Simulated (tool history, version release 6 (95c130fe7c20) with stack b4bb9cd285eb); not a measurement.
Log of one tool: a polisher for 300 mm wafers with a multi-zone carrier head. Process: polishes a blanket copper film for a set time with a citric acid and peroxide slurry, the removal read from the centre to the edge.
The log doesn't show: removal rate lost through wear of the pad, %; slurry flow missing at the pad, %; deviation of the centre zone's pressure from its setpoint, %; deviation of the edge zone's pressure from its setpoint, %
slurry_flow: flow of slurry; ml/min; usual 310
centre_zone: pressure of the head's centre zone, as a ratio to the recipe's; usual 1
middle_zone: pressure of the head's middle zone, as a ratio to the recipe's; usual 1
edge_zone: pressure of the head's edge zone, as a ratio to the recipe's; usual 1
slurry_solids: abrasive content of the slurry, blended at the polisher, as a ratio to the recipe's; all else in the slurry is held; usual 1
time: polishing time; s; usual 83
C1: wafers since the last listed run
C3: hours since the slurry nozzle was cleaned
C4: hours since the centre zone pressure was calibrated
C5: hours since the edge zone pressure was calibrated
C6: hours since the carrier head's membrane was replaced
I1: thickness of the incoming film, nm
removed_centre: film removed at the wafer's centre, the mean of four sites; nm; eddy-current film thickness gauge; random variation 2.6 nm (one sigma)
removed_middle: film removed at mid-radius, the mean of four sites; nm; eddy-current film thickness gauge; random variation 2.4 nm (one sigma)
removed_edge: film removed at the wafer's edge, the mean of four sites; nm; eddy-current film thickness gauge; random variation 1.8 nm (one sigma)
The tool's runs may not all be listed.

Run 1, hour 0: usual settings; C1 0; wafers polished on this pad 68; C3 0.6; C4 124.2; C5 676.2; C6 505.8; I1 1209.7. Result: removed_centre 223.3 nm, removed_middle 238 nm, removed_edge 238.7 nm.
Run 2, hour 16.5: usual settings but centre_zone 0.91; C1 104; wafers polished on this pad 173; C3 17.1; C4 140.7; C5 692.7; C6 522.3; I1 1211.6. Result: removed_centre 201.4 nm, removed_middle 238.7 nm, removed_edge 240.1 nm.
At hour 23.6: carrier head's membrane replaced by a new one.
Run 3, hour 31.3: usual settings but centre_zone 0.91; C1 62; wafers polished on this pad 235; C3 31.9; C4 155.5; C5 707.5; C6 7.7; I1 1195.6. Result: removed_centre 200 nm, removed_middle 243.1 nm, removed_edge 241.2 nm.
Run 4, hour 48.6: usual settings but centre_zone 0.91; C1 110; wafers polished on this pad 345; C3 49.2; C4 172.8; C5 724.8; C6 25; I1 1203.9. Result: removed_centre 204.6 nm, removed_middle 237.8 nm, removed_edge 236.6 nm.
Run 5, hour 63.8: usual settings; C1 96; wafers polished on this pad 442; C3 64.4; C4 188; C5 740; C6 40.2; I1 1214.3. Result: removed_centre 220.3 nm, removed_middle 237.6 nm, removed_edge 240.6 nm.
Run 6, hour 79.4: usual settings; C1 99; wafers polished on this pad 541; C3 80; C4 203.6; C5 755.6; C6 55.8; I1 1238.2. Result: removed_centre 224.8 nm, removed_middle 233.1 nm, removed_edge 240.6 nm.
Run 7, hour 88: usual settings; C1 54; wafers polished on this pad 596; C3 88.6; C4 212.2; C5 764.2; C6 64.4; I1 1190.3. Result: removed_centre 222.9 nm, removed_middle 240.4 nm, removed_edge 239.3 nm.
At hour 97.5: edge zone pressure recalibrated.
Run 8, hour 98.6: usual settings but slurry_flow 360 ml/min, centre_zone 0.96, time 104 s; C1 54; wafers polished on this pad 651; C3 99.2; C4 222.8; C5 1.1; C6 75; I1 1201.4. Result: removed_centre 266.7 nm, removed_middle 304.2 nm, removed_edge 300.9 nm.
Run 9, hour 108.9: usual settings but centre_zone 0.95; C1 65; wafers polished on this pad 716; C3 109.5; C4 233.1; C5 11.4; C6 85.3; I1 1210.3. Result: removed_centre 208.9 nm, removed_middle 235 nm, removed_edge 236.3 nm.
Run 10, hour 124.1: usual settings; C1 96; wafers polished on this pad 813; C3 124.7; C4 248.3; C5 26.6; C6 100.5; I1 1216.5. Result: removed_centre 222.5 nm, removed_middle 235.4 nm, removed_edge 238.5 nm.
At hour 131.5: worn pad replaced by a new one.
Run 11, hour 140.9: usual settings; C1 81; wafers polished on this pad 59; C3 141.5; C4 265.1; C5 43.4; C6 117.3; I1 1198. Result: removed_centre 219.1 nm, removed_middle 234.6 nm, removed_edge 239.2 nm.
At hour 147.1: centre zone pressure recalibrated.
Run 12, hour 153.3: usual settings but centre_zone 0.97; C1 66; wafers polished on this pad 125; C3 153.9; C4 6.2; C5 55.8; C6 129.7; I1 1229.7. Result: removed_centre 230.7 nm, removed_middle 234.8 nm, removed_edge 235.8 nm.
Run 13, hour 167.4: usual settings; C1 89; wafers polished on this pad 215; C3 168; C4 20.3; C5 69.9; C6 143.8; I1 1201.4. Result: removed_centre 232.8 nm, removed_middle 231.6 nm, removed_edge 236.5 nm.
Run 14, hour 185.2: usual settings but slurry_flow 205 ml/min, middle_zone 1.06, edge_zone 0.96, time 94 s; C1 113; wafers polished on this pad 328; C3 185.8; C4 38.1; C5 87.7; C6 161.6; I1 1209.2. Result: removed_centre 239.1 nm, removed_middle 256.4 nm, removed_edge 249 nm.
Run 15, hour 194.1: usual settings but time 60 s; C1 56; wafers polished on this pad 385; C3 194.7; C4 47; C5 96.6; C6 170.5; I1 1218.1. Result: removed_centre 164.5 nm, removed_middle 168 nm, removed_edge 171.6 nm.
Run 16, hour 210.4: usual settings but slurry_flow 375 ml/min, edge_zone 1.08, time 59 s; C1 103; wafers polished on this pad 488; C3 211; C4 63.3; C5 112.9; C6 186.8; I1 1206.2. Result: removed_centre 164.9 nm, removed_middle 172.1 nm, removed_edge 180 nm.
Run 17, hour 219.3: usual settings but centre_zone 1.1, middle_zone 1.08, edge_zone 0.96, slurry_solids 0.85; C1 56; wafers polished on this pad 545; C3 219.9; C4 72.2; C5 121.8; C6 195.7; I1 1209.4. Result: removed_centre 234.4 nm, removed_middle 238.7 nm, removed_edge 224.3 nm.
Run 18, hour 226.2: usual settings; C1 43; wafers polished on this pad 589; C3 226.8; C4 79.1; C5 128.7; C6 202.6; I1 1223.8. Result: removed_centre 224.9 nm, removed_middle 232 nm, removed_edge 237.3 nm.
Run 19, hour 237.3: usual settings but centre_zone 0.89, time 56 s; C1 70; wafers polished on this pad 660; C3 237.9; C4 90.2; C5 139.8; C6 213.7; I1 1211. Result: removed_centre 133.9 nm, removed_middle 153.4 nm, removed_edge 158.7 nm.
Run 20, hour 254.1: usual settings but slurry_flow 365 ml/min, edge_zone 0.96; C1 106; wafers polished on this pad 766; C3 254.7; C4 107; C5 156.6; C6 230.5; I1 1211.8. Result: removed_centre 223.6 nm, removed_middle 237.3 nm, removed_edge 233.2 nm.
Run 21, hour 266.3: usual settings but slurry_flow 385 ml/min, time 103 s; C1 77; wafers polished on this pad 844; C3 266.9; C4 119.2; C5 168.8; C6 242.7; I1 1213. Result: removed_centre 282.1 nm, removed_middle 295.4 nm, removed_edge 298.5 nm.
At hour 278.1: worn pad replaced by a new one.
Run 22, hour 278.6: usual settings but middle_zone 0.91; C1 52; wafers polished on this pad 3; C3 279.2; C4 131.5; C5 181.1; C6 255; I1 1190.8. Result: removed_centre 220.2 nm, removed_middle 215.7 nm, removed_edge 235.2 nm.

3 ways to go on from here, each from the tool as it stands after run 22. What would each give?
Run A, hour 279.1: usual settings but edge_zone 1.04; C1 3; wafers polished on this pad 6; C3 279.7; C4 132; C5 181.6; C6 255.5; I1 1194.7. Result: removed_centre ?, removed_middle ?, removed_edge ?.
Run B, hour 279.1: usual settings but slurry_flow 240 ml/min, time 110 s; C1 3; wafers polished on this pad 6; C3 279.7; C4 132; C5 181.6; C6 255.5; I1 1194.7. Result: removed_centre ?, removed_middle ?, removed_edge ?.
Run C, hour 279.1: usual settings but centre_zone 1.11, middle_zone 1.08, slurry_solids 1.15; C1 3; wafers polished on this pad 6; C3 279.7; C4 132; C5 181.6; C6 255.5; I1 1194.7. Result: removed_centre ?, removed_middle ?, removed_edge ?.

run  removed_centre  removed_middle  removed_edge
  A           221.2           237.6         239.1
  B           279.2           301.5         301.1
  C           253.5             260         241.9
Without the tool's hidden state the same runs would have given:
run  removed_centre  removed_middle  removed_edge
  A           244.2           246.8         246.2
  B           312.7           317.1         312.6
  C           279.8           270.1           249

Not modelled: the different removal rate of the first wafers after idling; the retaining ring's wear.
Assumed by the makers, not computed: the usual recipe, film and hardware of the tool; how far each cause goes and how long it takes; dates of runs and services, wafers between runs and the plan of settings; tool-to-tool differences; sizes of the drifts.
